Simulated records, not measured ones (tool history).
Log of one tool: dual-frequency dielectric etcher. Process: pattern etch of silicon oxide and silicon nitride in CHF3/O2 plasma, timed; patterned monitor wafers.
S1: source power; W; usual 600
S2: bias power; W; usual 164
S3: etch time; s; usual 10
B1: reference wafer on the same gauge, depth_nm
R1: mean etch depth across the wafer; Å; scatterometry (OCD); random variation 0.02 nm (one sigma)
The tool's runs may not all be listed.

run,hour,S1,S2,S3,B1,R1
1,0,600,164,10,12.41,132.9
2,14.4,600,164,10,12.4,132.3
3,41.6,600,164,10,12.4,132.2
4,61.8,600,164,10,12.41,132.6
5,91,600,164,10,12.4,131.9
6,116.9,600,164,10,12.4,131.8
7,136.2,600,183,10,12.4,137.3
8,170.9,600,183,10,12.41,136.8
# hour 219.5: wet clean of the chamber
9,220,600,183,10,12.4,140
10,239.3,600,164,8,12.4,108.1
11,251.7,650,164,9,12.39,124.6
12,277.1,650,164,9,12.4,124.7
# hour 313.3: bias power generator calibrated
# hour 329.5: upper electrode replaced
13,330,600,164,10,12.39,134.1
14,330.3,600,164,10,12.41,134.2
15,343.3,600,183,10,12.4,139.6
16,365.5,600,148,8,12.4,103.5
17,377.7,600,164,10,12.4,134.5
18,410.3,510,191,8.5,12.4,113.6
19,428.4,600,164,12.5,12.4,167.6
# hour 459.4: gauge calibrated
20,462.7,600,164,9,12.4,120.6
21,497.3,600,164,10,12.4,133.4
# hour 506.9: source power generator calibrated
22,529.7,470,192,10,12.39,129.9
23,583.6,700,164,12.5,12.39,175.8
24,596.7,600,164,10,12.4,133.2
25,628.6,690,164,10,12.4,139.8
26,652.1,690,191,10,12.39,147.1
27,683.6,640,164,10,12.4,135.6

Measured less the same run without the tool's hidden state. The same run-to-run variation is in both; the gauge's scatter may not be:
The hidden state here: etch rate over this chamber's usual, %; source power that arrives over what is set, %; bias power that arrives over what is set, %; gauge reads high (%).
run,R1
1,-2
2,-2.2
3,-2.3
4,-2.4
5,-2.5
6,-2.6
7,-2.8
8,-3.1
9,+0.2
10,+0.1
11,+0
12,-0.1
13,-0.3
14,-0.3
15,-0.4
16,-0.4
17,-0.5
18,-0.6
19,-1
20,-0.9
21,-1.2
22,-1.3
23,-2.1
24,-1.7
25,-1.9
26,-2.1
27,-2.1

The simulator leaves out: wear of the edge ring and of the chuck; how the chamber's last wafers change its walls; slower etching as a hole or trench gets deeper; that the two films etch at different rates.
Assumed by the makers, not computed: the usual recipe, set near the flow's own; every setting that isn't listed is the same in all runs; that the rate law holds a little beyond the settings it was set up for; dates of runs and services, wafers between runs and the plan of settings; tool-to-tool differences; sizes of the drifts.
